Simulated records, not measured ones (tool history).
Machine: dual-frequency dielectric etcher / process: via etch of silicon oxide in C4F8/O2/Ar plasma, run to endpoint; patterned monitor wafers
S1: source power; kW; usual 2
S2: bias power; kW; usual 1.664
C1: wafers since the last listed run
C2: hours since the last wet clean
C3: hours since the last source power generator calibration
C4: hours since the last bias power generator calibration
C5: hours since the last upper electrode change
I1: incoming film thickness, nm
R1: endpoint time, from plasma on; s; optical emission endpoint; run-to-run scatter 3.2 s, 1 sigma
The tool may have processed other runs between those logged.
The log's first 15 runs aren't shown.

run 16 hour=957.3 | S1=2 S2=1.984 | C1=215 C2=253.5 C3=194.7 C4=3906.9 C5=3065.1 | I1=2060.5 | R1=388.9
run 17 hour=1002.3 | S1=2.23 S2=1.882 | C1=275 C2=298.5 C3=239.7 C4=3951.9 C5=3110.1 | I1=2083.2 | R1=381.3
run 18 hour=1065.5 | S1=1.72 S2=1.872 | C1=386 C2=361.7 C3=302.9 C4=4015.1 C5=3173.3 | I1=2050.6 | R1=434
run 19 hour=1129.2 | S1=2 S2=1.664 | C1=389 C2=425.4 C3=366.6 C4=4078.8 C5=3237 | I1=2069.1 | R1=417.6
-- hour=1172.9 bias power generator calibrated
-- hour=1215.5 wet clean of the chamber
run 20 hour=1216 | S1=2 S2=1.534 | C1=359 C2=0.5 C3=453.4 C4=43.1 C5=3323.8 | I1=2061.5 | R1=449.4
run 21 hour=1229.4 | S1=2 S2=1.664 | C1=82 C2=13.9 C3=466.8 C4=56.5 C5=3337.2 | I1=2061.1 | R1=437.1
-- hour=1269.2 upper electrode replaced
run 22 hour=1269.7 | S1=2 S2=1.835 | C1=99 C2=54.2 C3=507.1 C4=96.8 C5=0.5 | I1=2057.2 | R1=418.5
run 23 hour=1292.8 | S1=2.37 S2=1.895 | C1=141 C2=77.3 C3=530.2 C4=119.9 C5=23.6 | I1=2061.7 | R1=374.6
run 24 hour=1333.5 | S1=1.68 S2=1.664 | C1=249 C2=118 C3=570.9 C4=160.6 C5=64.3 | I1=2048.6 | R1=472.4
run 25 hour=1393.6 | S1=1.81 S2=1.664 | C1=367 C2=178.1 C3=631 C4=220.7 C5=124.4 | I1=2066.8 | R1=454.9
run 26 hour=1420.7 | S1=1.7 S2=1.844 | C1=165 C2=205.2 C3=658.1 C4=247.8 C5=151.5 | I1=2075.4 | R1=446.5
run 27 hour=1550.5 | S1=2 S2=1.664 | C1=794 C2=335 C3=787.9 C4=377.6 C5=281.3 | I1=2040.2 | R1=417.4
run 28 hour=1582.9 | S1=2 S2=1.664 | C1=198 C2=367.4 C3=820.3 C4=410 C5=313.7 | I1=2075.1 | R1=421.9
-- hour=1616.7 wet clean of the chamber
run 29 hour=1630.2 | S1=2.25 S2=1.849 | C1=142 C2=13.5 C3=867.6 C4=457.3 C5=361 | I1=2065.8 | R1=394.6
run 30 hour=1680.8 | S1=1.62 S2=1.664 | C1=309 C2=64.1 C3=918.2 C4=507.9 C5=411.6 | I1=2061.1 | R1=485.2
run 31 hour=1716.8 | S1=1.54 S2=1.664 | C1=220 C2=100.1 C3=954.2 C4=543.9 C5=447.6 | I1=2058.6 | R1=507.8
run 32 hour=1761.4 | S1=2 S2=1.664 | C1=273 C2=144.7 C3=998.8 C4=588.5 C5=492.2 | I1=2067.7 | R1=436.2
run 33 hour=1818.5 | S1=2 S2=1.664 | C1=349 C2=201.8 C3=1055.9 C4=645.6 C5=549.3 | I1=2068.3 | R1=435.6
run 34 hour=1886.2 | S1=1.87 S2=2.064 | C1=414 C2=269.5 C3=1123.6 C4=713.3 C5=617 | I1=2053.2 | R1=406.7

Forecast each of these 5 alternatives for the next run:
run A hour=1886.7 | S1=1.79 S2=1.664 | C1=3 C2=270 C3=1124.1 C4=713.8 C5=617.5 | I1=2069.5 | R1=?
run B hour=1886.7 | S1=1.51 S2=1.832 | C1=3 C2=270 C3=1124.1 C4=713.8 C5=617.5 | I1=2069.5 | R1=?
run C hour=1886.7 | S1=1.59 S2=1.932 | C1=3 C2=270 C3=1124.1 C4=713.8 C5=617.5 | I1=2069.5 | R1=?
run D hour=1886.7 | S1=2.35 S2=1.959 | C1=3 C2=270 C3=1124.1 C4=713.8 C5=617.5 | I1=2069.5 | R1=?
run E hour=1886.7 | S1=2.22 S2=1.447 | C1=3 C2=270 C3=1124.1 C4=713.8 C5=617.5 | I1=2069.5 | R1=?

run=A R1=456.6
run=B R1=483.1
run=C R1=457.7
run=D R1=367.7
run=E R1=431.9
Stripped of hidden state, with their random variation kept, the same runs would have yielded:
run=A R1=467.3
run=B R1=494.4
run=C R1=468.4
run=D R1=376.3
run=E R1=441.9
